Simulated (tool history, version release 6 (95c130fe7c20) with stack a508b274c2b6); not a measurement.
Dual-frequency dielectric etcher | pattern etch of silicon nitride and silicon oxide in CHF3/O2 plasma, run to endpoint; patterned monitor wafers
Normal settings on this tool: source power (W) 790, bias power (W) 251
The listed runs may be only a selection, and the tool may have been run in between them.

| run | day | source power (W) | bias power (W) | incoming incoming film thickness, nm | endpoint time (s) |
|---|---|---|---|---|---|
| 1 | 0 | 790 | 251 | 282.9 | 156 |
| 2 | 1.796 | 790 | 251 | 284.6 | 156.7 |
| 3 | 3.396 | 790 | 251 | 278.7 | 153 |
| 4 | 4.65 | 790 | 251 | 282.6 | 156.8 |
| 5 | 6.808 | 790 | 251 | 286.5 | 157.4 |
| 6 | 8.908 | 790 | 251 | 282.3 | 155.6 |
|  | 11.592 | wet clean of the chamber |
| 7 | 11.642 | 790 | 251 | 283.9 | 156 |
| 8 | 13.533 | 790 | 251 | 284.3 | 155.4 |
| 9 | 16.15 | 790 | 251 | 282.9 | 153.5 |
|  | 16.912 | bias power generator calibrated |
| 10 | 18.992 | 790 | 251 | 281.6 | 155.8 |
|  | 21.258 | upper electrode replaced |
| 11 | 21.279 | 790 | 251 | 283 | 154.6 |
| 12 | 22.396 | 660 | 251 | 282.3 | 164.6 |
| 13 | 23.842 | 790 | 251 | 283.8 | 157.5 |
| 14 | 25.867 | 790 | 251 | 284.9 | 157 |
| 15 | 27.617 | 790 | 251 | 282.3 | 155.4 |
|  | 28.588 | source power generator calibrated |
| 16 | 30.212 | 790 | 251 | 283.4 | 155.5 |
| 17 | 31.3 | 870 | 268 | 281.7 | 143.9 |
|  | 32.692 | wet clean of the chamber |
| 18 | 32.8 | 600 | 284 | 280.3 | 157.2 |
| 19 | 33.862 | 870 | 271 | 283.5 | 146.3 |
| 20 | 35.342 | 690 | 290 | 286.4 | 152.8 |
| 21 | 36.946 | 680 | 292 | 284.1 | 151.4 |
| 22 | 38.425 | 790 | 251 | 284.8 | 158.2 |
| 23 | 40.588 | 610 | 297 | 280.3 | 154.1 |
| 24 | 43.154 | 790 | 251 | 282 | 153.7 |
| 25 | 44.4 | 920 | 201 | 281.5 | 163.9 |
| 26 | 46.404 | 700 | 251 | 284.3 | 161.1 |
| 27 | 48.017 | 700 | 209 | 280.5 | 176.2 |
| 28 | 50.188 | 860 | 272 | 280.8 | 144.8 |
| 29 | 53.167 | 790 | 251 | 282.4 | 153.7 |
| 30 | 54.617 | 630 | 251 | 283.4 | 169.5 |
| 31 | 56.842 | 970 | 230 | 282.3 | 151.4 |
|  | 58.421 | wet clean of the chamber |
| 32 | 59.104 | 640 | 276 | 280.7 | 156.9 |
| 33 | 60.225 | 670 | 194 | 283.3 | 187.2 |
| 34 | 62.108 | 730 | 192 | 282.3 | 182.2 |
| 35 | 64.054 | 790 | 251 | 283.7 | 156.1 |
| 36 | 66.433 | 700 | 280 | 282.9 | 155.2 |

3 options for the next run, each taken on its own from the tool as it stands now. Forecast them:
| A | 66.454 | 690 | 251 | 282.8 | ? |
| B | 66.454 | 690 | 301 | 282.8 | ? |
| C | 66.454 | 680 | 298 | 282.8 | ? |

| run | endpoint time (s) |
|---|---|
| A | 162.8 |
| B | 149.3 |
| C | 150.7 |
What these runs would have given with no unlogged condition in the tool:
| run | endpoint time (s) |
|---|---|
| A | 162.8 |
| B | 149.3 |
| C | 150.7 |

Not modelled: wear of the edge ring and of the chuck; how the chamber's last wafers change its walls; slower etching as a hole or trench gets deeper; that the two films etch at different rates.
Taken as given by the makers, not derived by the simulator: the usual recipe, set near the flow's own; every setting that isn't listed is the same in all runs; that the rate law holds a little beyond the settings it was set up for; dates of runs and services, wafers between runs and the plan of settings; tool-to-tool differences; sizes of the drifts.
